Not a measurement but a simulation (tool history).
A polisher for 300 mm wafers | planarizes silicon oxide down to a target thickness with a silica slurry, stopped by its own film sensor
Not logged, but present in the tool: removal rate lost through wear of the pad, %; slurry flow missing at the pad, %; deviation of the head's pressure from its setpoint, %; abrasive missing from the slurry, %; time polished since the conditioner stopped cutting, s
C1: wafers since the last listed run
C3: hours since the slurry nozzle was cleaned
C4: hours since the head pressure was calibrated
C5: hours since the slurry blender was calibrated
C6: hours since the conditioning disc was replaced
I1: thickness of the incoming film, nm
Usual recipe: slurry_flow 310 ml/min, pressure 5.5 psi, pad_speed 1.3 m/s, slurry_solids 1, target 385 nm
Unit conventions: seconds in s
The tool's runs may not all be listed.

Run 1, hour 0: usual settings but pressure 6.9 psi; C1 0; wafers polished on this pad 4221; C3 652.9; C4 461.7; C5 345.3; C6 98; I1 644.3. Result: seconds 57.4 s.
At hour 20.7: worn pad replaced by a new one.
Run 2, hour 105.2: usual settings but pressure 6.9 psi; C1 645; wafers polished on this pad 538; C3 758.1; C4 566.9; C5 450.5; C6 203.2; I1 634.5. Result: seconds 46.6 s.
At hour 128.4: slurry nozzle cleaned.
At hour 281.6: head pressure recalibrated.
At hour 285.6: slurry blender recalibrated.
Run 3, hour 371.1: usual settings; C1 1663; wafers polished on this pad 2202; C3 242.7; C4 89.5; C5 85.5; C6 469.1; I1 645.7. Result: seconds 63.4 s.
Run 4, hour 443.4: usual settings; C1 461; wafers polished on this pad 2663; C3 315; C4 161.8; C5 157.8; C6 541.4; I1 641.9. Result: seconds 64.2 s.
Run 5, hour 525.5: usual settings but pressure 4.3 psi; C1 523; wafers polished on this pad 3187; C3 397.1; C4 243.9; C5 239.9; C6 623.5; I1 632.6. Result: seconds 78.2 s.
At hour 531.7: conditioning disc replaced and pad reconditioned.
At hour 582.9: worn pad replaced by a new one.
Run 6, hour 609.5: usual settings but slurry_flow 265 ml/min; C1 497; wafers polished on this pad 169; C3 481.1; C4 327.9; C5 323.9; C6 77.8; I1 638.6. Result: seconds 55.2 s.
Run 7, hour 664.3: usual settings; C1 349; wafers polished on this pad 519; C3 535.9; C4 382.7; C5 378.7; C6 132.6; I1 645.9. Result: seconds 56.5 s.
Run 8, hour 762.5: usual settings; C1 626; wafers polished on this pad 1145; C3 634.1; C4 480.9; C5 476.9; C6 230.8; I1 633.8. Result: seconds 55.9 s.
At hour 822.4: slurry nozzle cleaned.
Run 9, hour 843.8: usual settings; C1 512; wafers polished on this pad 1657; C3 21.4; C4 562.2; C5 558.2; C6 312.1; I1 641.9. Result: seconds 61.9 s.
At hour 854: slurry blender recalibrated.
Run 10, hour 894.1: usual settings but pressure 6.3 psi, pad_speed 1.12 m/s; C1 307; wafers polished on this pad 1965; C3 71.7; C4 612.5; C5 40.1; C6 362.4; I1 636.1. Result: seconds 59.9 s.
Run 11, hour 934.4: usual settings but pad_speed 0.96 m/s, slurry_solids 0.8, target 418 nm; C1 256; wafers polished on this pad 2222; C3 112; C4 652.8; C5 80.4; C6 402.7; I1 639.5. Result: seconds 72.1 s.
Run 12, hour 1022.3: usual settings but slurry_solids 1.3; C1 560; wafers polished on this pad 2782; C3 199.9; C4 740.7; C5 168.3; C6 490.6; I1 636.9. Result: seconds 55.8 s.
At hour 1079.6: conditioning disc replaced and pad reconditioned.
At hour 1138.5: head pressure recalibrated.
Run 13, hour 1190.8: usual settings but slurry_flow 365 ml/min, pad_speed 1.12 m/s; C1 1048; wafers polished on this pad 3831; C3 368.4; C4 52.3; C5 336.8; C6 111.2; I1 653.4. Result: seconds 77.2 s.
At hour 1212.3: worn pad replaced by a new one.
Run 14, hour 1278.4: usual settings; C1 533; wafers polished on this pad 421; C3 456; C4 139.9; C5 424.4; C6 198.8; I1 648.1. Result: seconds 61.1 s.
Run 15, hour 1379.9: usual settings; C1 647; wafers polished on this pad 1068; C3 557.5; C4 241.4; C5 525.9; C6 300.3; I1 649.2. Result: seconds 60.6 s.
At hour 1477.6: slurry blender recalibrated.
Run 16, hour 1485.2: usual settings but slurry_flow 345 ml/min; C1 658; wafers polished on this pad 1727; C3 662.8; C4 346.7; C5 7.6; C6 405.6; I1 644. Result: seconds 60.9 s.
Run 17, hour 1586.4: usual settings but slurry_flow 220 ml/min, pressure 5 psi, pad_speed 1.58 m/s; C1 645; wafers polished on this pad 2372; C3 764; C4 447.9; C5 108.8; C6 506.8; I1 647.1. Result: seconds 61.2 s.
At hour 1632.8: conditioning disc replaced and pad reconditioned.
At hour 1647.7: slurry nozzle cleaned.
Run 18, hour 1693.9: usual settings but slurry_solids 1.25, target 325 nm; C1 666; wafers polished on this pad 3039; C3 46.2; C4 555.4; C5 216.3; C6 61.1; I1 633.6. Result: seconds 64.5 s.
Run 19, hour 1811.8: usual settings but slurry_flow 255 ml/min, pressure 6.8 psi, pad_speed 1.42 m/s, target 445 nm; C1 751; wafers polished on this pad 3791; C3 164.1; C4 673.3; C5 334.2; C6 179; I1 639.6. Result: seconds 42.2 s.
Run 20, hour 1886.4: usual settings but pressure 5 psi, pad_speed 1.48 m/s, slurry_solids 0.9, target 464 nm; C1 475; wafers polished on this pad 4266; C3 238.7; C4 747.9; C5 408.8; C6 253.6; I1 628.6. Result: seconds 46.3 s.
At hour 1902.4: worn pad replaced by a new one.
Run 21, hour 1959.2: usual settings but slurry_flow 390 ml/min, pad_speed 1.14 m/s; C1 438; wafers polished on this pad 362; C3 311.5; C4 820.7; C5 481.6; C6 326.4; I1 646.3. Result: seconds 65.5 s.
At hour 2031.6: head pressure recalibrated.
Run 22, hour 2058.1: usual settings but slurry_flow 405 ml/min, pressure 3.7 psi, pad_speed 1.08 m/s, slurry_solids 0.8; C1 617; wafers polished on this pad 980; C3 410.4; C4 26.5; C5 580.5; C6 425.3; I1 643.7. Result: seconds 100.4 s.
At hour 2069.9: slurry blender recalibrated.
Run 23, hour 2108.6: usual settings but slurry_flow 220 ml/min, pressure 4.5 psi, slurry_solids 1.2; C1 309; wafers polished on this pad 1289; C3 460.9; C4 77; C5 38.7; C6 475.8; I1 640.5. Result: seconds 66.8 s.
Run 24, hour 2168.7: usual settings but slurry_flow 375 ml/min, pad_speed 1.14 m/s, slurry_solids 1.2, target 441 nm; C1 383; wafers polished on this pad 1672; C3 521; C4 137.1; C5 98.8; C6 535.9; I1 645.9. Result: seconds 50.4 s.

5 options for the next run, each taken on its own from the tool as it stands now. Forecast them:
Run A, hour 2169.1: usual settings but pad_speed 1.54 m/s; C1 2; wafers polished on this pad 1675; C3 521.4; C4 137.5; C5 99.2; C6 536.3; I1 636.4. Result: seconds ?.
Run B, hour 2169.1: usual settings but slurry_flow 280 ml/min, slurry_solids 1.15, target 460 nm; C1 2; wafers polished on this pad 1675; C3 521.4; C4 137.5; C5 99.2; C6 536.3; I1 636.4. Result: seconds ?.
Run C, hour 2169.1: usual settings but pad_speed 1.12 m/s; C1 2; wafers polished on this pad 1675; C3 521.4; C4 137.5; C5 99.2; C6 536.3; I1 636.4. Result: seconds ?.
Run D, hour 2169.1: usual settings but slurry_flow 230 ml/min, slurry_solids 1.3; C1 2; wafers polished on this pad 1675; C3 521.4; C4 137.5; C5 99.2; C6 536.3; I1 636.4. Result: seconds ?.
Run E, hour 2169.1: usual settings but slurry_flow 385 ml/min, target 354 nm; C1 2; wafers polished on this pad 1675; C3 521.4; C4 137.5; C5 99.2; C6 536.3; I1 636.4. Result: seconds ?.

run  seconds
  A     55.3
  B     41.1
  C     68.1
  D     56.8
  E     68.3
Without the tool's unlogged condition, the same runs would have read:
run  seconds
  A     44.2
  B     33.6
  C     56.5
  D     46.3
  E     55.7
